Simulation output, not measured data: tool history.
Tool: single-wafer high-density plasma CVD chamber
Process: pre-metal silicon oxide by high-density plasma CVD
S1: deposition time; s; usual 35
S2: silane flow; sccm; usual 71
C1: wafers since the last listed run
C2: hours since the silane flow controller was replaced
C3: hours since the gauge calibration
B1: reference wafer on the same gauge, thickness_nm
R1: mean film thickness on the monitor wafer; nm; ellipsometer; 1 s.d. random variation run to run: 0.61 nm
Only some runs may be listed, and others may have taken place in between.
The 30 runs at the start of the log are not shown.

{"run": 31, "hour": 751.6, "S1": 30.1, "S2": 82, "C1": 551, "C2": 2983.4, "C3": 71, "B1": 230.972, "R1": 252.881}
{"hour": 764.5, "done": "silane flow controller replaced"}
{"run": 32, "hour": 858.7, "S1": 35, "S2": 71, "C1": 2376, "C2": 94.2, "C3": 178.1, "B1": 230.968, "R1": 240.643}
{"run": 33, "hour": 878.5, "S1": 28.2, "S2": 81, "C1": 474, "C2": 114, "C3": 197.9, "B1": 231.345, "R1": 221.186}
{"run": 34, "hour": 902.3, "S1": 29.1, "S2": 84, "C1": 570, "C2": 137.8, "C3": 221.7, "B1": 231.018, "R1": 236.966}
{"run": 35, "hour": 999.9, "S1": 30.2, "S2": 76, "C1": 2340, "C2": 235.4, "C3": 319.3, "B1": 230.67, "R1": 223.039}
{"run": 36, "hour": 1012.0, "S1": 30.3, "S2": 76, "C1": 290, "C2": 247.5, "C3": 331.4, "B1": 230.902, "R1": 222.193}
{"run": 37, "hour": 1028.2, "S1": 35, "S2": 71, "C1": 388, "C2": 263.7, "C3": 347.6, "B1": 230.718, "R1": 240.808}
{"run": 38, "hour": 1045.4, "S1": 31, "S2": 71, "C1": 412, "C2": 280.9, "C3": 364.8, "B1": 230.787, "R1": 213.635}

Consider 3 possible next runs. They are alternatives, not a sequence: every one starts from the tool as it was left by run 38. What does each give?
{"run": "A", "hour": 1045.8, "S1": 30.6, "S2": 71, "C1": 9, "C2": 281.3, "C3": 365.2, "B1": "?", "R1": "?"}
{"run": "B", "hour": 1045.8, "S1": 30.6, "S2": 79, "C1": 9, "C2": 281.3, "C3": 365.2, "B1": "?", "R1": "?"}
{"run": "C", "hour": 1045.8, "S1": 35, "S2": 66, "C1": 9, "C2": 281.3, "C3": 365.2, "B1": "?", "R1": "?"}

run=A B1=231.162 R1=210.697
run=B B1=231.162 R1=233.872
run=C B1=231.162 R1=224.426
What these runs would have given with no unlogged condition in the tool:
run=A R1=209.388
run=B R1=232.419
run=C R1=223.032
